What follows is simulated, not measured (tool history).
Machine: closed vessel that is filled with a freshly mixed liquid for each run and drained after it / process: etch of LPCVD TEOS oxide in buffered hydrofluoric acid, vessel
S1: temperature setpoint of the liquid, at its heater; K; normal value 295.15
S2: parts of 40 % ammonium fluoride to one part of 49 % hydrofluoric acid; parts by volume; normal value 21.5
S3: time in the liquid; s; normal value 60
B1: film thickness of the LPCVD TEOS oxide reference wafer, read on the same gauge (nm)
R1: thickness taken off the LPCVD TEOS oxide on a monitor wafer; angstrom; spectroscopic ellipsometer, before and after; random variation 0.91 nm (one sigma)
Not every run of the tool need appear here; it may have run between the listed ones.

run    hour      S1    S2  S3     B1      R1
  1     0.0  295.15  28.0  60  78.30  1037.8
  2    52.8  295.15  28.0  60  78.18  1041.6
  3    94.7  295.15  28.0  60  78.12  1044.2
  4   143.6  295.15  21.5  60  78.07  1235.9
  5   232.1  295.15  21.5  60  77.92  1238.0
  6   309.6  295.15  21.5  60  77.80  1227.8
  7   403.0  295.15  18.5  60  77.73  1393.1
  8   483.8  293.15  21.5  60  77.64  1110.8
  9   792.5  291.65  21.5  60  77.40  1007.0
 10   897.2  290.65  28.0  75  77.32   995.4
 11  1003.1  295.15  21.5  60  77.31  1227.2
 12  1106.1  292.15  21.5  30  77.20   519.2
     1195.8  -- thermometer replaced
     1264.0  -- hydrofluoric acid flow meter replaced
 13  1370.4  295.15  27.0  60  77.13  1043.3
 14  1408.6  295.15  21.5  60  77.17  1224.2
 15  1462.3  291.65  21.5  95  77.19  1584.2
     1488.7  -- gauge calibrated
 16  1600.2  297.15  21.5  35  79.44   820.4
 17  1670.8  290.65  28.0  75  79.33  1013.0
 18  1937.0  295.15  21.5  80  78.63  1673.3

5 options for the next run, each taken on its own from the tool as it stands now. Forecast them:
  A  1937.7  295.15  29.0  60   ?   ?
  B  1937.7  295.15  21.5  45   ?   ?
  C  1937.7  292.65  18.5  30   ?   ?
  D  1937.7  298.65  21.5  45   ?   ?
  E  1937.7  296.65  21.5  60   ?   ?

run     B1      R1
  A  78.64  1013.5
  B  78.64   934.4
  C  78.64   615.0
  D  78.64  1132.3
  E  78.64  1353.5
What these runs would have given with no unlogged condition in the tool:
run      R1
  A  1031.5
  B   951.0
  C   625.9
  D  1152.4
  E  1377.5
